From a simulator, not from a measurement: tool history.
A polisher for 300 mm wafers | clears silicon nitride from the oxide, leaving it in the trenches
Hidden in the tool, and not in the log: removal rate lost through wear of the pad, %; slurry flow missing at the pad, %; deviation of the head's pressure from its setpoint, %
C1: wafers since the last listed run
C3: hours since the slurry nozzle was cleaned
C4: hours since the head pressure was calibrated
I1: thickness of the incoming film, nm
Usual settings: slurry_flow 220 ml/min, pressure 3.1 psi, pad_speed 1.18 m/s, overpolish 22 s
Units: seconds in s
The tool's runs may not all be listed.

Run 1, day 0: usual settings; C1 0; wafers polished on this pad 355; C3 164; C4 805.9; I1 79.4. Result: seconds 68.2 s.
Run 2, day 2.762: usual settings; C1 613; wafers polished on this pad 968; C3 230.3; C4 872.2; I1 80.4. Result: seconds 70.6 s.
Run 3, day 5.012: usual settings; C1 499; wafers polished on this pad 1468; C3 284.3; C4 926.2; I1 80.2. Result: seconds 68.2 s.
At day 6.479: slurry nozzle cleaned.
Run 4, day 7.683: usual settings but slurry_flow 190 ml/min; C1 583; wafers polished on this pad 2051; C3 28.9; C4 990.3; I1 80.2. Result: seconds 70.6 s.
At day 8.75: worn pad replaced by a new one.
Run 5, day 10.133: usual settings; C1 506; wafers polished on this pad 306; C3 87.7; C4 1049.1; I1 79. Result: seconds 69.3 s.
Run 6, day 11.962: usual settings; C1 405; wafers polished on this pad 712; C3 131.6; C4 1093; I1 80.9. Result: seconds 69.2 s.
At day 19.45: slurry nozzle cleaned.
At day 19.617: head pressure recalibrated.
Run 7, day 20.362: usual settings; C1 1836; wafers polished on this pad 2549; C3 21.9; C4 17.9; I1 80.4. Result: seconds 69.3 s.
At day 21.479: worn pad replaced by a new one.
Run 8, day 22.467: usual settings; C1 429; wafers polished on this pad 219; C3 72.4; C4 68.4; I1 80.5. Result: seconds 68.6 s.
Run 9, day 23.983: usual settings; C1 336; wafers polished on this pad 555; C3 108.8; C4 104.8; I1 79.7. Result: seconds 68.4 s.
Run 10, day 25.246: usual settings; C1 280; wafers polished on this pad 835; C3 139.1; C4 135.1; I1 79.9. Result: seconds 68.1 s.
Run 11, day 26.638: usual settings but overpolish 14 s; C1 308; wafers polished on this pad 1144; C3 172.5; C4 168.5; I1 79.3. Result: seconds 68.6 s.
Run 12, day 28.388: usual settings but overpolish 14 s; C1 388; wafers polished on this pad 1533; C3 214.5; C4 210.5; I1 80.7. Result: seconds 68.6 s.
Run 13, day 29.954: usual settings but pressure 2.4 psi; C1 347; wafers polished on this pad 1880; C3 252.1; C4 248.1; I1 79.3. Result: seconds 82.9 s.
Run 14, day 30.967: usual settings but pressure 2.5 psi; C1 224; wafers polished on this pad 2105; C3 276.4; C4 272.4; I1 80.7. Result: seconds 83.2 s.
At day 32.042: slurry nozzle cleaned.
Run 15, day 32.142: usual settings; C1 251; wafers polished on this pad 2357; C3 2.4; C4 300.6; I1 78.6. Result: seconds 67.6 s.
At day 34.171: worn pad replaced by a new one.
Run 16, day 34.308: usual settings; C1 443; wafers polished on this pad 30; C3 54.4; C4 352.6; I1 78.9. Result: seconds 66.3 s.
Run 17, day 36.704: usual settings but pad_speed 1.46 m/s, overpolish 29 s; C1 531; wafers polished on this pad 562; C3 111.9; C4 410.1; I1 80.3. Result: seconds 56.3 s.
Run 18, day 39.379: usual settings but pad_speed 1.06 m/s, overpolish 10 s; C1 593; wafers polished on this pad 1155; C3 176.1; C4 474.3; I1 78.4. Result: seconds 74 s.
Run 19, day 42.042: usual settings; C1 590; wafers polished on this pad 1746; C3 240; C4 538.2; I1 80. Result: seconds 68.7 s.
At day 42.404: slurry nozzle cleaned.
Run 20, day 44.446: usual settings but pressure 3.9 psi, pad_speed 1.3 m/s; C1 524; wafers polished on this pad 2271; C3 49; C4 595.9; I1 80.8. Result: seconds 52.5 s.
Run 21, day 45.842: usual settings but overpolish 28 s; C1 309; wafers polished on this pad 2580; C3 82.5; C4 629.4; I1 80.5. Result: seconds 69.4 s.
At day 46.333: worn pad replaced by a new one.
Run 22, day 48.121: usual settings but pressure 3.4 psi; C1 468; wafers polished on this pad 396; C3 137.2; C4 684.1; I1 80.1. Result: seconds 63.7 s.
Run 23, day 50.529: usual settings; C1 534; wafers polished on this pad 931; C3 195; C4 741.9; I1 81. Result: seconds 70.1 s.
Run 24, day 52.096: usual settings but slurry_flow 280 ml/min, pressure 3.5 psi, pad_speed 1.02 m/s, overpolish 13 s; C1 347; wafers polished on this pad 1279; C3 232.6; C4 779.5; I1 80.2. Result: seconds 69.3 s.
At day 53.058: slurry nozzle cleaned.
Run 25, day 54.438: usual settings but slurry_flow 190 ml/min, pressure 2.7 psi, pad_speed 0.78 m/s, overpolish 29 s; C1 510; wafers polished on this pad 1789; C3 33.1; C4 835.7; I1 79.1. Result: seconds 114.8 s.
Run 26, day 56.221: usual settings but slurry_flow 285 ml/min, pressure 4.1 psi, overpolish 29 s; C1 395; wafers polished on this pad 2185; C3 75.9; C4 878.5; I1 80.8. Result: seconds 53.1 s.

Hidden state at the last listed run before each entry between runs and at the first one after, where it differs:
Between runs 3 and 4: slurry nozzle cleaned (day 6.479)
  no hidden state differs between the two runs
Between runs 4 and 5: worn pad replaced by a new one (day 8.75)
  no hidden state differs between the two runs
Between runs 6 and 7: slurry nozzle cleaned (day 19.45); head pressure recalibrated (day 19.617)
  no hidden state differs between the two runs
Between runs 7 and 8: worn pad replaced by a new one (day 21.479)
  no hidden state differs between the two runs
Between runs 14 and 15: slurry nozzle cleaned (day 32.042)
  no hidden state differs between the two runs
Between runs 15 and 16: worn pad replaced by a new one (day 34.171)
  no hidden state differs between the two runs
Between runs 19 and 20: slurry nozzle cleaned (day 42.404)
  no hidden state differs between the two runs
Between runs 21 and 22: worn pad replaced by a new one (day 46.333)
  no hidden state differs between the two runs
Between runs 24 and 25: slurry nozzle cleaned (day 53.058)
  no hidden state differs between the two runs

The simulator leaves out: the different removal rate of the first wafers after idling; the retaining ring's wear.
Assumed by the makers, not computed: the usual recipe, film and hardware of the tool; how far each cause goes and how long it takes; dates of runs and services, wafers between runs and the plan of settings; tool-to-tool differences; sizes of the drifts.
